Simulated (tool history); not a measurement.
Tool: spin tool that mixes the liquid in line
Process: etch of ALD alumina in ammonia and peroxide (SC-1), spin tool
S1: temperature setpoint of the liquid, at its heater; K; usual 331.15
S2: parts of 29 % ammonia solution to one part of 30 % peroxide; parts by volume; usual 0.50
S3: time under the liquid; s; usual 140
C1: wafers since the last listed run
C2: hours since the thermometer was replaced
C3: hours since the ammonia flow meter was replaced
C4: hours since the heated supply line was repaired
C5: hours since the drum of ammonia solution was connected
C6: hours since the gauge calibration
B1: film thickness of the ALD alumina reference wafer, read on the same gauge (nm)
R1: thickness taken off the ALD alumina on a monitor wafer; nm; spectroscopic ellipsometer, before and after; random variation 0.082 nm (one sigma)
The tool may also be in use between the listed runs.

run 1 hour=0.0 | S1=331.15 S2=0.50 S3=140 | C1=0 C2=1728.4 C3=863.2 C4=1259.3 C5=169.1 C6=947.7 | B1=130.00 | R1=10.70
run 2 hour=15.7 | S1=331.15 S2=0.55 S3=140 | C1=148 C2=1744.1 C3=878.9 C4=1275.0 C5=184.8 C6=963.4 | B1=130.00 | R1=10.65
-- hour=35.5 gauge calibrated
run 3 hour=40.2 | S1=321.65 S2=0.70 S3=140 | C1=232 C2=1768.6 C3=903.4 C4=1299.5 C5=209.3 C6=4.7 | B1=130.00 | R1=6.66
run 4 hour=63.5 | S1=331.15 S2=0.50 S3=140 | C1=221 C2=1791.9 C3=926.7 C4=1322.8 C5=232.6 C6=28.0 | B1=130.01 | R1=10.82
run 5 hour=83.6 | S1=331.15 S2=0.50 S3=140 | C1=190 C2=1812.0 C3=946.8 C4=1342.9 C5=252.7 C6=48.1 | B1=130.00 | R1=10.75
run 6 hour=99.0 | S1=321.65 S2=0.30 S3=140 | C1=146 C2=1827.4 C3=962.2 C4=1358.3 C5=268.1 C6=63.5 | B1=129.95 | R1=6.15
-- hour=159.1 thermometer replaced
run 7 hour=179.1 | S1=331.15 S2=0.50 S3=140 | C1=750 C2=20.0 C3=1042.3 C4=1438.4 C5=348.2 C6=143.6 | B1=130.01 | R1=9.61
run 8 hour=214.5 | S1=336.65 S2=0.70 S3=225 | C1=335 C2=55.4 C3=1077.7 C4=1473.8 C5=383.6 C6=179.0 | B1=130.00 | R1=21.08
run 9 hour=249.0 | S1=328.65 S2=0.75 S3=140 | C1=327 C2=89.9 C3=1112.2 C4=1508.3 C5=418.1 C6=213.5 | B1=129.99 | R1=8.74
run 10 hour=262.9 | S1=331.15 S2=0.50 S3=140 | C1=131 C2=103.8 C3=1126.1 C4=1522.2 C5=432.0 C6=227.4 | B1=130.00 | R1=9.57
-- hour=268.2 ammonia flow meter replaced
run 11 hour=296.2 | S1=337.65 S2=0.65 S3=205 | C1=306 C2=137.1 C3=28.0 C4=1555.5 C5=465.3 C6=260.7 | B1=129.98 | R1=20.23
-- hour=311.9 heated supply line repaired
run 12 hour=313.8 | S1=331.15 S2=0.50 S3=140 | C1=157 C2=154.7 C3=45.6 C4=1.9 C5=482.9 C6=278.3 | B1=130.00 | R1=9.76
run 13 hour=326.3 | S1=331.15 S2=0.50 S3=60 | C1=118 C2=167.2 C3=58.1 C4=14.4 C5=495.4 C6=290.8 | B1=130.01 | R1=4.15
run 14 hour=339.7 | S1=336.15 S2=0.30 S3=140 | C1=127 C2=180.6 C3=71.5 C4=27.8 C5=508.8 C6=304.2 | B1=130.00 | R1=11.98
run 15 hour=369.3 | S1=331.15 S2=0.50 S3=175 | C1=280 C2=210.2 C3=101.1 C4=57.4 C5=538.4 C6=333.8 | B1=130.01 | R1=12.13
run 16 hour=425.0 | S1=331.15 S2=0.45 S3=140 | C1=528 C2=265.9 C3=156.8 C4=113.1 C5=594.1 C6=389.5 | B1=129.99 | R1=9.69
run 17 hour=453.3 | S1=335.65 S2=0.50 S3=140 | C1=268 C2=294.2 C3=185.1 C4=141.4 C5=622.4 C6=417.8 | B1=130.01 | R1=12.33
run 18 hour=468.9 | S1=331.15 S2=0.50 S3=140 | C1=148 C2=309.8 C3=200.7 C4=157.0 C5=638.0 C6=433.4 | B1=129.99 | R1=9.90
run 19 hour=503.1 | S1=331.15 S2=0.60 S3=140 | C1=324 C2=344.0 C3=234.9 C4=191.2 C5=672.2 C6=467.6 | B1=129.99 | R1=9.94
run 20 hour=538.5 | S1=333.65 S2=0.40 S3=185 | C1=335 C2=379.4 C3=270.3 C4=226.6 C5=707.6 C6=503.0 | B1=130.02 | R1=14.57
run 21 hour=551.1 | S1=335.15 S2=0.50 S3=140 | C1=119 C2=392.0 C3=282.9 C4=239.2 C5=720.2 C6=515.6 | B1=130.00 | R1=12.06
run 22 hour=574.8 | S1=331.15 S2=0.50 S3=140 | C1=224 C2=415.7 C3=306.6 C4=262.9 C5=743.9 C6=539.3 | B1=129.98 | R1=10.04
run 23 hour=591.3 | S1=324.15 S2=0.50 S3=180 | C1=156 C2=432.2 C3=323.1 C4=279.4 C5=760.4 C6=555.8 | B1=129.99 | R1=8.57
run 24 hour=626.4 | S1=324.65 S2=0.50 S3=180 | C1=333 C2=467.3 C3=358.2 C4=314.5 C5=795.5 C6=590.9 | B1=130.01 | R1=9.00

5 ways to go on from here, each from the tool as it stands after run 24. What would each give?
run A hour=626.9 | S1=331.15 S2=0.50 S3=140 | C1=4 C2=467.8 C3=358.7 C4=315.0 C5=796.0 C6=591.4 | B1=? | R1=?
run B hour=626.9 | S1=335.15 S2=0.65 S3=205 | C1=4 C2=467.8 C3=358.7 C4=315.0 C5=796.0 C6=591.4 | B1=? | R1=?
run C hour=626.9 | S1=331.15 S2=0.25 S3=110 | C1=4 C2=467.8 C3=358.7 C4=315.0 C5=796.0 C6=591.4 | B1=? | R1=?
run D hour=626.9 | S1=325.15 S2=0.70 S3=225 | C1=4 C2=467.8 C3=358.7 C4=315.0 C5=796.0 C6=591.4 | B1=? | R1=?
run E hour=626.9 | S1=331.15 S2=0.60 S3=105 | C1=4 C2=467.8 C3=358.7 C4=315.0 C5=796.0 C6=591.4 | B1=? | R1=?

run=A B1=129.97 R1=9.95
run=B B1=129.97 R1=18.32
run=C B1=129.97 R1=7.32
run=D B1=129.97 R1=12.02
run=E B1=129.97 R1=7.59
Without the tool's hidden state the same runs would have given:
run=A R1=9.62
run=B R1=17.74
run=C R1=7.08
run=D R1=11.61
run=E R1=7.34

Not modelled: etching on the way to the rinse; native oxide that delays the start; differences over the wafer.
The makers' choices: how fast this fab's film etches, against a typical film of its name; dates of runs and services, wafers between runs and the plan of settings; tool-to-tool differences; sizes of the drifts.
